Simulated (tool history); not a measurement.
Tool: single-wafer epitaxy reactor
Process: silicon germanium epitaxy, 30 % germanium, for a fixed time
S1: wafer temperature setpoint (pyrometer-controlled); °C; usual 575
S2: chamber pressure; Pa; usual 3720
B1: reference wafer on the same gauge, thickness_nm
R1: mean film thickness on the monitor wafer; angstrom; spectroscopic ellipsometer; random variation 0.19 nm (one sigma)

Run 1, day 0: usual settings but S2 3306 Pa; B1 35.867. Result: R1 340.88 angstrom.
Run 2, day 3.783: usual settings; B1 35.844. Result: R1 375.49 angstrom.
Run 3, day 6.683: usual settings; B1 35.913. Result: R1 373.24 angstrom.
Run 4, day 9.471: usual settings but S2 3920 Pa; B1 35.816. Result: R1 383.9 angstrom.
Run 5, day 17.4: usual settings but S2 3920 Pa; B1 35.793. Result: R1 384.55 angstrom.
Run 6, day 18.654: usual settings but S2 4333 Pa; B1 35.973. Result: R1 411.79 angstrom.
Run 7, day 19.942: usual settings but S2 4333 Pa; B1 35.97. Result: R1 403.1 angstrom.
Run 8, day 26.704: usual settings but S2 4333 Pa; B1 35.854. Result: R1 406.57 angstrom.
At day 27.983: capacitance manometer re-zeroed and calibrated.
Run 9, day 29.367: usual settings; B1 35.903. Result: R1 366.01 angstrom.
Run 10, day 31.65: usual settings; B1 35.87. Result: R1 366.86 angstrom.
Run 11, day 33.692: usual settings; B1 35.858. Result: R1 368.86 angstrom.
Run 12, day 34.983: usual settings but S1 564 °C, S2 4106 Pa; B1 35.875. Result: R1 310.17 angstrom.
At day 36.862: showerhead replaced.
Run 13, day 37.112: usual settings but S1 564 °C, S2 4106 Pa; B1 35.914. Result: R1 309.52 angstrom.
Run 14, day 39.729: usual settings but S1 571 °C, S2 4240 Pa; B1 35.919. Result: R1 362.87 angstrom.
Run 15, day 43.646: usual settings but S1 568 °C, S2 4586 Pa; B1 35.826. Result: R1 357.52 angstrom.
Run 16, day 44.904: usual settings but S1 589 °C, S2 4333 Pa; B1 35.847. Result: R1 540.86 angstrom.
At day 46.042: gauge calibrated.
Run 17, day 46.096: usual settings but S1 580 °C, S2 3306 Pa; B1 35.891. Result: R1 374.05 angstrom.
Run 18, day 47.771: usual settings but S1 564 °C, S2 4106 Pa; B1 35.909. Result: R1 306.93 angstrom.
Run 19, day 49.996: usual settings; B1 36.026. Result: R1 365.97 angstrom.
At day 50.708: pyrometer calibrated.
Run 20, day 52.912: usual settings but S1 580 °C, S2 3306 Pa; B1 35.778. Result: R1 392.44 angstrom.
Run 21, day 54.017: usual settings; B1 35.85. Result: R1 379.83 angstrom.
Run 22, day 55.146: usual settings but S1 583 °C, S2 4106 Pa; B1 35.93. Result: R1 479.5 angstrom.
Run 23, day 58.05: usual settings but S1 581 °C, S2 4173 Pa; B1 35.862. Result: R1 471.16 angstrom.
Run 24, day 60.554: usual settings but S1 564 °C, S2 4280 Pa; B1 35.938. Result: R1 328.78 angstrom.
Run 25, day 62.221: usual settings but S1 561 °C, S2 3360 Pa; B1 35.972. Result: R1 261.44 angstrom.
Run 26, day 65.038: usual settings but S1 568 °C; B1 35.86. Result: R1 327.31 angstrom.

Forecast each of these 5 alternatives for the next run:
Run A, day 65.054: usual settings; B1 ?. Result: R1 ?.
Run B, day 65.054: usual settings but S1 562 °C; B1 ?. Result: R1 ?.
Run C, day 65.054: usual settings but S2 4626 Pa; B1 ?. Result: R1 ?.
Run D, day 65.054: usual settings but S1 563 °C, S2 3973 Pa; B1 ?. Result: R1 ?.
Run E, day 65.054: usual settings but S1 571 °C, S2 2893 Pa; B1 ?. Result: R1 ?.

run      B1      R1
  A  35.919  381.18
  B  35.919  286.87
  C  35.919  437.72
  D  35.919  306.41
  E  35.919  289.39
Without the tool's hidden state the same runs would have given:
run      R1
  A  384.05
  B   289.1
  C  441.02
  D  308.79
  E   291.6
